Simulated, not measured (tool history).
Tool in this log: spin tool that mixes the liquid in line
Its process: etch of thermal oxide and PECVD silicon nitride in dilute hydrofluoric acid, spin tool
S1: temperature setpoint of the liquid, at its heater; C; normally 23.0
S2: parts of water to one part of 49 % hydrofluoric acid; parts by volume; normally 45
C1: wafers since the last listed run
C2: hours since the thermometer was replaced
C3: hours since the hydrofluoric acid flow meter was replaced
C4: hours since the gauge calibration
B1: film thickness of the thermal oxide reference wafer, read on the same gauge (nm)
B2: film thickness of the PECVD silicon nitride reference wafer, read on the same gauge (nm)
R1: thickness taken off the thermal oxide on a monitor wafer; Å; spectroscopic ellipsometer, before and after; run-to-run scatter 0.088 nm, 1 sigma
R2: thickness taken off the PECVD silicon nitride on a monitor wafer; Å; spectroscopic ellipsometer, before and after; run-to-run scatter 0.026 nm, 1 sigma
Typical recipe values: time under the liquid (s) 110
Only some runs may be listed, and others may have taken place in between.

{"run": 1, "hour": 0.0, "S1": 20.5, "S2": 45, "time under the liquid (s)": 110, "C1": 0, "C2": 544.3, "C3": 174.1, "C4": 2144.4, "B1": 39.95, "B2": 130.028, "R1": 124.2, "R2": 39.8}
{"run": 2, "hour": 96.9, "S1": 24.5, "S2": 30, "time under the liquid (s)": 145, "C1": 1004, "C2": 641.2, "C3": 271.0, "C4": 2241.3, "B1": 40.0, "B2": 130.015, "R1": 292.2, "R2": 100.83}
{"run": 3, "hour": 200.7, "S1": 23.0, "S2": 40, "time under the liquid (s)": 110, "C1": 1075, "C2": 745.0, "C3": 374.8, "C4": 2345.1, "B1": 39.97, "B2": 129.997, "R1": 153.4, "R2": 52.55}
{"hour": 292.9, "done": "thermometer replaced"}
{"run": 4, "hour": 302.0, "S1": 23.0, "S2": 30, "time under the liquid (s)": 110, "C1": 1039, "C2": 9.1, "C3": 476.1, "C4": 2446.4, "B1": 39.96, "B2": 130.021, "R1": 209.7, "R2": 68.89}
{"hour": 338.6, "done": "gauge calibrated"}
{"run": 5, "hour": 365.9, "S1": 20.0, "S2": 25, "time under the liquid (s)": 45, "C1": 662, "C2": 73.0, "C3": 540.0, "C4": 27.3, "B1": 40.0, "B2": 130.007, "R1": 91.9, "R2": 27.13}
{"run": 6, "hour": 471.0, "S1": 23.0, "S2": 45, "time under the liquid (s)": 110, "C1": 1089, "C2": 178.1, "C3": 645.1, "C4": 132.4, "B1": 39.98, "B2": 129.998, "R1": 135.6, "R2": 46.7}
{"run": 7, "hour": 529.0, "S1": 23.0, "S2": 45, "time under the liquid (s)": 155, "C1": 601, "C2": 236.1, "C3": 703.1, "C4": 190.4, "B1": 40.03, "B2": 129.961, "R1": 190.7, "R2": 66.28}
{"hour": 586.1, "done": "hydrofluoric acid flow meter replaced"}
{"run": 8, "hour": 621.6, "S1": 23.0, "S2": 45, "time under the liquid (s)": 130, "C1": 949, "C2": 328.7, "C3": 35.5, "C4": 283.0, "B1": 39.99, "B2": 129.979, "R1": 161.8, "R2": 54.98}
{"run": 9, "hour": 717.0, "S1": 20.0, "S2": 35, "time under the liquid (s)": 90, "C1": 988, "C2": 424.1, "C3": 130.9, "C4": 378.4, "B1": 39.99, "B2": 129.978, "R1": 129.8, "R2": 39.49}
{"run": 10, "hour": 837.3, "S1": 19.5, "S2": 55, "time under the liquid (s)": 160, "C1": 1247, "C2": 544.4, "C3": 251.2, "C4": 498.7, "B1": 40.04, "B2": 129.992, "R1": 137.7, "R2": 43.96}
{"run": 11, "hour": 929.0, "S1": 23.0, "S2": 45, "time under the liquid (s)": 130, "C1": 950, "C2": 636.1, "C3": 342.9, "C4": 590.4, "B1": 39.99, "B2": 130.025, "R1": 163.7, "R2": 54.95}
{"run": 12, "hour": 1021.5, "S1": 26.0, "S2": 30, "time under the liquid (s)": 170, "C1": 958, "C2": 728.6, "C3": 435.4, "C4": 682.9, "B1": 39.99, "B2": 129.989, "R1": 369.7, "R2": 130.06}
{"hour": 1039.8, "done": "thermometer replaced"}
{"run": 13, "hour": 1125.1, "S1": 23.0, "S2": 45, "time under the liquid (s)": 110, "C1": 1063, "C2": 85.3, "C3": 539.0, "C4": 786.5, "B1": 39.99, "B2": 129.991, "R1": 137.0, "R2": 46.57}
{"run": 14, "hour": 1190.7, "S1": 20.0, "S2": 35, "time under the liquid (s)": 90, "C1": 680, "C2": 150.9, "C3": 604.6, "C4": 852.1, "B1": 40.0, "B2": 130.001, "R1": 130.2, "R2": 39.47}
{"run": 15, "hour": 1231.4, "S1": 24.5, "S2": 45, "time under the liquid (s)": 110, "C1": 421, "C2": 191.6, "C3": 645.3, "C4": 892.8, "B1": 39.99, "B2": 130.042, "R1": 145.3, "R2": 51.44}
{"hour": 1295.9, "done": "hydrofluoric acid flow meter replaced"}
{"run": 16, "hour": 1320.7, "S1": 27.0, "S2": 45, "time under the liquid (s)": 170, "C1": 915, "C2": 280.9, "C3": 24.8, "C4": 982.1, "B1": 39.98, "B2": 130.038, "R1": 250.5, "R2": 92.94}
{"run": 17, "hour": 1422.3, "S1": 23.0, "S2": 45, "time under the liquid (s)": 80, "C1": 1053, "C2": 382.5, "C3": 126.4, "C4": 1083.7, "B1": 40.02, "B2": 130.006, "R1": 99.9, "R2": 33.78}
{"run": 18, "hour": 1471.5, "S1": 23.0, "S2": 45, "time under the liquid (s)": 110, "C1": 510, "C2": 431.7, "C3": 175.6, "C4": 1132.9, "B1": 39.99, "B2": 129.982, "R1": 137.3, "R2": 46.58}
{"run": 19, "hour": 1561.0, "S1": 23.0, "S2": 45, "time under the liquid (s)": 145, "C1": 927, "C2": 521.2, "C3": 265.1, "C4": 1222.4, "B1": 40.01, "B2": 129.982, "R1": 180.7, "R2": 61.23}
{"run": 20, "hour": 1600.9, "S1": 27.5, "S2": 45, "time under the liquid (s)": 110, "C1": 413, "C2": 561.1, "C3": 305.0, "C4": 1262.3, "B1": 40.03, "B2": 130.012, "R1": 165.0, "R2": 62.3}
{"run": 21, "hour": 1654.0, "S1": 23.0, "S2": 45, "time under the liquid (s)": 110, "C1": 550, "C2": 614.2, "C3": 358.1, "C4": 1315.4, "B1": 39.99, "B2": 130.004, "R1": 138.4, "R2": 46.16}
{"run": 22, "hour": 1761.8, "S1": 21.0, "S2": 60, "time under the liquid (s)": 145, "C1": 1117, "C2": 722.0, "C3": 465.9, "C4": 1423.2, "B1": 40.0, "B2": 129.987, "R1": 122.3, "R2": 40.36}
{"hour": 1820.7, "done": "thermometer replaced"}
{"run": 23, "hour": 1822.3, "S1": 26.5, "S2": 55, "time under the liquid (s)": 145, "C1": 616, "C2": 1.6, "C3": 526.4, "C4": 1483.7, "B1": 39.99, "B2": 130.005, "R1": 168.2, "R2": 63.34}
{"run": 24, "hour": 1879.7, "S1": 23.0, "S2": 45, "time under the liquid (s)": 110, "C1": 595, "C2": 59.0, "C3": 583.8, "C4": 1541.1, "B1": 39.99, "B2": 129.997, "R1": 136.7, "R2": 46.94}

What if the next run were any one of these 5? Each begins from the tool's condition after run 24:
{"run": "A", "hour": 1880.1, "S1": 23.0, "S2": 45, "time under the liquid (s)": 165, "C1": 4, "C2": 59.4, "C3": 584.2, "C4": 1541.5, "B1": "?", "B2": "?", "R1": "?", "R2": "?"}
{"run": "B", "hour": 1880.1, "S1": 23.0, "S2": 45, "time under the liquid (s)": 75, "C1": 4, "C2": 59.4, "C3": 584.2, "C4": 1541.5, "B1": "?", "B2": "?", "R1": "?", "R2": "?"}
{"run": "C", "hour": 1880.1, "S1": 20.0, "S2": 55, "time under the liquid (s)": 155, "C1": 4, "C2": 59.4, "C3": 584.2, "C4": 1541.5, "B1": "?", "B2": "?", "R1": "?", "R2": "?"}
{"run": "D", "hour": 1880.1, "S1": 27.5, "S2": 45, "time under the liquid (s)": 85, "C1": 4, "C2": 59.4, "C3": 584.2, "C4": 1541.5, "B1": "?", "B2": "?", "R1": "?", "R2": "?"}
{"run": "E", "hour": 1880.1, "S1": 23.0, "S2": 25, "time under the liquid (s)": 145, "C1": 4, "C2": 59.4, "C3": 584.2, "C4": 1541.5, "B1": "?", "B2": "?", "R1": "?", "R2": "?"}

run=A B1=40.01 B2=130.034 R1=206.4 R2=70.05
run=B B1=40.01 B2=130.034 R1=93.8 R2=31.84
run=C B1=40.01 B2=130.034 R1=138.1 R2=44.03
run=D B1=40.01 B2=130.034 R1=127.8 R2=48.78
run=E B1=40.01 B2=130.034 R1=335.1 R2=108.76
What these runs would have given with no unlogged condition in the tool:
run=A R1=206.4 R2=70.05
run=B R1=93.8 R2=31.84
run=C R1=138.1 R2=44.03
run=D R1=127.8 R2=48.78
run=E R1=335.1 R2=108.76

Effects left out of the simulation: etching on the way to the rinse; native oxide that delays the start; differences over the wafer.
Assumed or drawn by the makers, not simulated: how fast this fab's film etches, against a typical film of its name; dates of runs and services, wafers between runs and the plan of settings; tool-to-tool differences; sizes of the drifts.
